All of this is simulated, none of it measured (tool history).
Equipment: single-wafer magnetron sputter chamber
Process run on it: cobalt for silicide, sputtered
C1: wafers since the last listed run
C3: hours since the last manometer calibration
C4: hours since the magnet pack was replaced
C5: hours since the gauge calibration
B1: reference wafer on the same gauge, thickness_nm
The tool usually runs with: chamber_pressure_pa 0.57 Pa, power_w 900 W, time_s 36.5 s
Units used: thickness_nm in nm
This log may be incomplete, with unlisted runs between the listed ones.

run 1 hour=0 | chamber_pressure_pa=0.419 power_w=900 time_s=36.5 | C1=0 wafers_on_the_sputter_target=2313 C3=1010.1 C4=4936.7 C5=216.1 | B1=16.704 | thickness_nm=15.607
run 2 hour=107.5 | chamber_pressure_pa=0.419 power_w=900 time_s=36.5 | C1=2061 wafers_on_the_sputter_target=4375 C3=1117.6 C4=5044.2 C5=323.6 | B1=16.688 | thickness_nm=15.734
-- hour=125.7 sputter target and shields replaced
run 3 hour=163.6 | chamber_pressure_pa=0.616 power_w=800 time_s=36.5 | C1=922 wafers_on_the_sputter_target=726 C3=1173.7 C4=5100.3 C5=379.7 | B1=16.669 | thickness_nm=13.09
-- hour=412.5 capacitance manometer re-zeroed and calibrated
-- hour=421.8 sputter target and shields replaced
run 4 hour=487.1 | chamber_pressure_pa=0.616 power_w=800 time_s=36.5 | C1=5898 wafers_on_the_sputter_target=1251 C3=74.6 C4=5423.8 C5=703.2 | B1=16.673 | thickness_nm=13.307
run 5 hour=548.4 | chamber_pressure_pa=0.616 power_w=800 time_s=36.5 | C1=1175 wafers_on_the_sputter_target=2427 C3=135.9 C4=5485.1 C5=764.5 | B1=16.691 | thickness_nm=13.379
run 6 hour=618.2 | chamber_pressure_pa=0.715 power_w=900 time_s=36.5 | C1=1338 wafers_on_the_sputter_target=3766 C3=205.7 C4=5554.9 C5=834.3 | B1=16.69 | thickness_nm=14.61
-- hour=666.1 sputter target and shields replaced
run 7 hour=710.5 | chamber_pressure_pa=0.715 power_w=900 time_s=36.5 | C1=1616 wafers_on_the_sputter_target=851 C3=298 C4=5647.2 C5=926.6 | B1=16.711 | thickness_nm=14.61
run 8 hour=761.7 | chamber_pressure_pa=0.57 power_w=800 time_s=36.5 | C1=982 wafers_on_the_sputter_target=1833 C3=349.2 C4=5698.4 C5=977.8 | B1=16.679 | thickness_nm=13.456
run 9 hour=865 | chamber_pressure_pa=0.57 power_w=900 time_s=36.5 | C1=1981 wafers_on_the_sputter_target=3814 C3=452.5 C4=5801.7 C5=1081.1 | B1=16.702 | thickness_nm=15.151
-- hour=868 gauge calibrated
-- hour=918.9 sputter target and shields replaced
run 10 hour=919.4 | chamber_pressure_pa=0.616 power_w=800 time_s=36.5 | C1=890 wafers_on_the_sputter_target=9 C3=506.9 C4=5856.1 C5=51.4 | B1=16.691 | thickness_nm=13.222
run 11 hour=976.9 | chamber_pressure_pa=0.57 power_w=1100 time_s=32.4 | C1=1102 wafers_on_the_sputter_target=1112 C3=564.4 C4=5913.6 C5=108.9 | B1=16.712 | thickness_nm=16.291
-- hour=991.2 magnet pack replaced
run 12 hour=1077.2 | chamber_pressure_pa=0.57 power_w=900 time_s=36.5 | C1=1770 wafers_on_the_sputter_target=2882 C3=664.7 C4=86 C5=209.2 | B1=16.731 | thickness_nm=15.01
run 13 hour=1162.3 | chamber_pressure_pa=0.57 power_w=900 time_s=31.6 | C1=1632 wafers_on_the_sputter_target=4515 C3=749.8 C4=171.1 C5=294.3 | B1=16.673 | thickness_nm=12.983
-- hour=1213.7 sputter target and shields replaced
run 14 hour=1242.7 | chamber_pressure_pa=0.361 power_w=750 time_s=36.5 | C1=1388 wafers_on_the_sputter_target=556 C3=830.2 C4=251.5 C5=374.7 | B1=16.713 | thickness_nm=13.228
run 15 hour=1343 | chamber_pressure_pa=0.57 power_w=900 time_s=42.6 | C1=1923 wafers_on_the_sputter_target=2480 C3=930.5 C4=351.8 C5=475 | B1=16.708 | thickness_nm=17.532

Branching from run 15: 3 alternative next runs. What would each branch give?
run A hour=1343.4 | chamber_pressure_pa=0.57 power_w=900 time_s=36.5 | C1=7 wafers_on_the_sputter_target=2488 C3=930.9 C4=352.2 C5=475.4 | B1=? | thickness_nm=?
run B hour=1343.4 | chamber_pressure_pa=0.474 power_w=1100 time_s=41.9 | C1=7 wafers_on_the_sputter_target=2488 C3=930.9 C4=352.2 C5=475.4 | B1=? | thickness_nm=?
run C hour=1343.4 | chamber_pressure_pa=0.495 power_w=900 time_s=36.5 | C1=7 wafers_on_the_sputter_target=2488 C3=930.9 C4=352.2 C5=475.4 | B1=? | thickness_nm=?

run=A B1=16.719 thickness_nm=14.968
run=B B1=16.719 thickness_nm=21.583
run=C B1=16.719 thickness_nm=15.291
What these runs would have given with no unlogged condition in the tool:
run=A thickness_nm=15.119
run=B thickness_nm=21.77
run=C thickness_nm=15.428
